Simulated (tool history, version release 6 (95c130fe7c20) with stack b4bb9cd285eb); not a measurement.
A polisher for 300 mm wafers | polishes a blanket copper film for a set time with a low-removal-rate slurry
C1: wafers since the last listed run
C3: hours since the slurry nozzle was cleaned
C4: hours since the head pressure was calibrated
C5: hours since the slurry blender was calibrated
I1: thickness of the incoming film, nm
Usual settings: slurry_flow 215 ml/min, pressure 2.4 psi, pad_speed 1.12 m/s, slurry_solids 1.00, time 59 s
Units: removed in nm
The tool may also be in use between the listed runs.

run 1 hour=0.0 | slurry_flow=215 pressure=2.4 pad_speed=1.12 slurry_solids=1.00 time=51 | C1=0 wafers_polished_on_this_pad=432 C3=278.6 C4=378.7 C5=11.2 | I1=955.1 | removed=149.9
run 2 hour=14.2 | slurry_flow=215 pressure=2.4 pad_speed=1.12 slurry_solids=1.00 time=59 | C1=170 wafers_polished_on_this_pad=603 C3=292.8 C4=392.9 C5=25.4 | I1=957.0 | removed=171.9
run 3 hour=24.8 | slurry_flow=215 pressure=2.4 pad_speed=1.12 slurry_solids=1.00 time=59 | C1=127 wafers_polished_on_this_pad=730 C3=303.4 C4=403.5 C5=36.0 | I1=978.8 | removed=176.5
run 4 hour=32.5 | slurry_flow=235 pressure=2.4 pad_speed=1.12 slurry_solids=1.00 time=59 | C1=92 wafers_polished_on_this_pad=822 C3=311.1 C4=411.2 C5=43.7 | I1=974.1 | removed=175.7
run 5 hour=41.5 | slurry_flow=215 pressure=2.4 pad_speed=1.12 slurry_solids=1.00 time=59 | C1=108 wafers_polished_on_this_pad=930 C3=320.1 C4=420.2 C5=52.7 | I1=948.8 | removed=173.3
run 6 hour=49.4 | slurry_flow=215 pressure=2.4 pad_speed=1.12 slurry_solids=1.00 time=59 | C1=94 wafers_polished_on_this_pad=1025 C3=328.0 C4=428.1 C5=60.6 | I1=968.5 | removed=173.5
-- hour=54.2 worn pad replaced by a new one
run 7 hour=56.3 | slurry_flow=215 pressure=2.4 pad_speed=1.12 slurry_solids=1.00 time=59 | C1=34 wafers_polished_on_this_pad=24 C3=334.9 C4=435.0 C5=67.5 | I1=960.5 | removed=174.2
run 8 hour=64.1 | slurry_flow=215 pressure=2.4 pad_speed=1.12 slurry_solids=1.00 time=59 | C1=93 wafers_polished_on_this_pad=118 C3=342.7 C4=442.8 C5=75.3 | I1=961.9 | removed=173.2
run 9 hour=78.3 | slurry_flow=215 pressure=2.4 pad_speed=1.12 slurry_solids=1.00 time=59 | C1=170 wafers_polished_on_this_pad=288 C3=356.9 C4=457.0 C5=89.5 | I1=950.6 | removed=172.1
run 10 hour=91.8 | slurry_flow=215 pressure=2.4 pad_speed=1.12 slurry_solids=1.00 time=59 | C1=162 wafers_polished_on_this_pad=450 C3=370.4 C4=470.5 C5=103.0 | I1=972.6 | removed=173.7
run 11 hour=104.3 | slurry_flow=215 pressure=2.4 pad_speed=1.12 slurry_solids=1.00 time=59 | C1=150 wafers_polished_on_this_pad=600 C3=382.9 C4=483.0 C5=115.5 | I1=958.8 | removed=173.2
-- hour=106.8 slurry nozzle cleaned
-- hour=129.8 worn pad replaced by a new one
run 12 hour=130.3 | slurry_flow=215 pressure=2.4 pad_speed=1.12 slurry_solids=1.00 time=59 | C1=252 wafers_polished_on_this_pad=5 C3=23.5 C4=509.0 C5=141.5 | I1=959.1 | removed=174.5
run 13 hour=143.3 | slurry_flow=215 pressure=2.4 pad_speed=1.12 slurry_solids=1.00 time=59 | C1=156 wafers_polished_on_this_pad=161 C3=36.5 C4=522.0 C5=154.5 | I1=984.0 | removed=176.7
run 14 hour=156.8 | slurry_flow=215 pressure=2.4 pad_speed=1.12 slurry_solids=1.00 time=59 | C1=162 wafers_polished_on_this_pad=323 C3=50.0 C4=535.5 C5=168.0 | I1=976.6 | removed=172.9
run 15 hour=173.9 | slurry_flow=215 pressure=2.4 pad_speed=1.12 slurry_solids=1.00 time=59 | C1=205 wafers_polished_on_this_pad=528 C3=67.1 C4=552.6 C5=185.1 | I1=987.4 | removed=173.3
run 16 hour=187.8 | slurry_flow=185 pressure=2.4 pad_speed=1.12 slurry_solids=1.00 time=59 | C1=166 wafers_polished_on_this_pad=695 C3=81.0 C4=566.5 C5=199.0 | I1=985.8 | removed=169.6
run 17 hour=204.7 | slurry_flow=215 pressure=2.1 pad_speed=1.24 slurry_solids=0.75 time=42 | C1=202 wafers_polished_on_this_pad=898 C3=97.9 C4=583.4 C5=215.9 | I1=973.2 | removed=113.3
-- hour=211.7 worn pad replaced by a new one
run 18 hour=217.4 | slurry_flow=145 pressure=2.4 pad_speed=1.12 slurry_solids=1.00 time=59 | C1=104 wafers_polished_on_this_pad=68 C3=110.6 C4=596.1 C5=228.6 | I1=983.4 | removed=166.6
run 19 hour=224.0 | slurry_flow=255 pressure=1.7 pad_speed=1.12 slurry_solids=1.00 time=59 | C1=79 wafers_polished_on_this_pad=147 C3=117.2 C4=602.7 C5=235.2 | I1=977.5 | removed=126.5
run 20 hour=236.2 | slurry_flow=215 pressure=2.4 pad_speed=1.12 slurry_solids=1.00 time=59 | C1=146 wafers_polished_on_this_pad=294 C3=129.4 C4=614.9 C5=247.4 | I1=980.9 | removed=174.2
run 21 hour=248.7 | slurry_flow=215 pressure=2.4 pad_speed=0.96 slurry_solids=1.00 time=51 | C1=150 wafers_polished_on_this_pad=444 C3=141.9 C4=627.4 C5=259.9 | I1=957.5 | removed=130.4
-- hour=253.2 slurry blender recalibrated
run 22 hour=258.2 | slurry_flow=215 pressure=2.4 pad_speed=1.12 slurry_solids=1.00 time=59 | C1=90 wafers_polished_on_this_pad=534 C3=151.4 C4=636.9 C5=5.0 | I1=964.3 | removed=174.1
run 23 hour=274.7 | slurry_flow=215 pressure=1.9 pad_speed=1.12 slurry_solids=0.75 time=41 | C1=198 wafers_polished_on_this_pad=732 C3=167.9 C4=653.4 C5=21.5 | I1=967.8 | removed=90.7
-- hour=286.1 head pressure recalibrated
run 24 hour=286.6 | slurry_flow=290 pressure=2.4 pad_speed=1.12 slurry_solids=1.15 time=59 | C1=118 wafers_polished_on_this_pad=851 C3=179.8 C4=0.5 C5=33.4 | I1=982.2 | removed=187.7
-- hour=295.2 worn pad replaced by a new one
run 25 hour=302.9 | slurry_flow=215 pressure=2.4 pad_speed=1.12 slurry_solids=1.00 time=59 | C1=147 wafers_polished_on_this_pad=92 C3=196.1 C4=16.8 C5=49.7 | I1=960.8 | removed=173.0
run 26 hour=315.5 | slurry_flow=215 pressure=2.4 pad_speed=1.12 slurry_solids=1.00 time=59 | C1=151 wafers_polished_on_this_pad=243 C3=208.7 C4=29.4 C5=62.3 | I1=979.8 | removed=175.5
run 27 hour=330.5 | slurry_flow=215 pressure=2.4 pad_speed=1.46 slurry_solids=1.20 time=59 | C1=180 wafers_polished_on_this_pad=423 C3=223.7 C4=44.4 C5=77.3 | I1=965.3 | removed=234.8
run 28 hour=341.2 | slurry_flow=215 pressure=2.4 pad_speed=1.12 slurry_solids=1.00 time=59 | C1=128 wafers_polished_on_this_pad=551 C3=234.4 C4=55.1 C5=88.0 | I1=968.1 | removed=174.2
run 29 hour=355.8 | slurry_flow=265 pressure=2.4 pad_speed=1.12 slurry_solids=1.00 time=59 | C1=175 wafers_polished_on_this_pad=726 C3=249.0 C4=69.7 C5=102.6 | I1=975.8 | removed=178.7
run 30 hour=370.3 | slurry_flow=215 pressure=2.4 pad_speed=1.12 slurry_solids=1.00 time=45 | C1=174 wafers_polished_on_this_pad=900 C3=263.5 C4=84.2 C5=117.1 | I1=961.1 | removed=133.4
-- hour=385.3 worn pad replaced by a new one
run 31 hour=385.8 | slurry_flow=215 pressure=2.4 pad_speed=1.12 slurry_solids=1.00 time=59 | C1=138 wafers_polished_on_this_pad=5 C3=279.0 C4=99.7 C5=132.6 | I1=968.7 | removed=175.1

Hidden state at the last listed run before each entry between runs and at the first one after, where it differs:
Between runs 6 and 7: worn pad replaced by a new one (hour 54.2)
  no hidden state differs between the two runs
Between runs 11 and 12: slurry nozzle cleaned (hour 106.8); worn pad replaced by a new one (hour 129.8)
  no hidden state differs between the two runs
Between runs 17 and 18: worn pad replaced by a new one (hour 211.7)
  no hidden state differs between the two runs
Between runs 21 and 22: slurry blender recalibrated (hour 253.2)
  no hidden state differs between the two runs
Between runs 23 and 24: head pressure recalibrated (hour 286.1)
  no hidden state differs between the two runs
Between runs 24 and 25: worn pad replaced by a new one (hour 295.2)
  no hidden state differs between the two runs
Between runs 30 and 31: worn pad replaced by a new one (hour 385.3)
  no hidden state differs between the two runs
